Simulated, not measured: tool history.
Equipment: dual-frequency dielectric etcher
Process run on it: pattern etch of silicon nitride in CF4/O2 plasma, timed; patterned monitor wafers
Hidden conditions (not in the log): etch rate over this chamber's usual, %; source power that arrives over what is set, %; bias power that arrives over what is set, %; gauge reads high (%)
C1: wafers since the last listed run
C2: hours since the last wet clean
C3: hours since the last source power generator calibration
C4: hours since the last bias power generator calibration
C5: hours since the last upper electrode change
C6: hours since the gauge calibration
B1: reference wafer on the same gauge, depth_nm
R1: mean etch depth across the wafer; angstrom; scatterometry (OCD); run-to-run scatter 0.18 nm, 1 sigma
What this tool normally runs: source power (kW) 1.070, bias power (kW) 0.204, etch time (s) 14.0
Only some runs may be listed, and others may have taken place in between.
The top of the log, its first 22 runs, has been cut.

run 23 hour=1272.4 | source_power_(kW)=1.070 bias_power_(kW)=0.221 etch_time_(s)=14.0 | C1=424 C2=129.7 C3=368.0 C4=297.4 C5=511.7 C6=331.6 | B1=54.9 | R1=583
run 24 hour=1327.3 | source_power_(kW)=1.180 bias_power_(kW)=0.204 etch_time_(s)=14.0 | C1=751 C2=184.6 C3=422.9 C4=352.3 C5=566.6 C6=386.5 | B1=54.9 | R1=568
run 25 hour=1364.2 | source_power_(kW)=1.070 bias_power_(kW)=0.204 etch_time_(s)=14.0 | C1=504 C2=221.5 C3=459.8 C4=389.2 C5=603.5 C6=423.4 | B1=54.9 | R1=549
run 26 hour=1423.6 | source_power_(kW)=1.070 bias_power_(kW)=0.204 etch_time_(s)=13.0 | C1=812 C2=280.9 C3=519.2 C4=448.6 C5=662.9 C6=482.8 | B1=54.9 | R1=505
run 27 hour=1468.0 | source_power_(kW)=1.070 bias_power_(kW)=0.204 etch_time_(s)=14.0 | C1=607 C2=325.3 C3=563.6 C4=493.0 C5=707.3 C6=527.2 | B1=54.9 | R1=543
run 28 hour=1527.4 | source_power_(kW)=1.180 bias_power_(kW)=0.220 etch_time_(s)=12.0 | C1=812 C2=384.7 C3=623.0 C4=552.4 C5=766.7 C6=586.6 | B1=54.9 | R1=516
run 29 hour=1584.1 | source_power_(kW)=1.340 bias_power_(kW)=0.164 etch_time_(s)=13.0 | C1=775 C2=441.4 C3=679.7 C4=609.1 C5=823.4 C6=643.3 | B1=54.9 | R1=468
run 30 hour=1668.4 | source_power_(kW)=1.070 bias_power_(kW)=0.159 etch_time_(s)=18.0 | C1=1153 C2=525.7 C3=764.0 C4=693.4 C5=907.7 C6=727.6 | B1=55.0 | R1=567

What does the tool deliver on the next run?
run 31 hour=1696.9 | source_power_(kW)=0.950 bias_power_(kW)=0.177 etch_time_(s)=12.0 | C1=389 C2=554.2 C3=792.5 C4=721.9 C5=936.2 C6=756.1 | B1=? | R1=?

{"run 31": {"B1": 54.9, "R1": 396}}
Were there no unlogged condition in the tool, this run, its random variation unchanged, would have produced R1 404 angstrom.
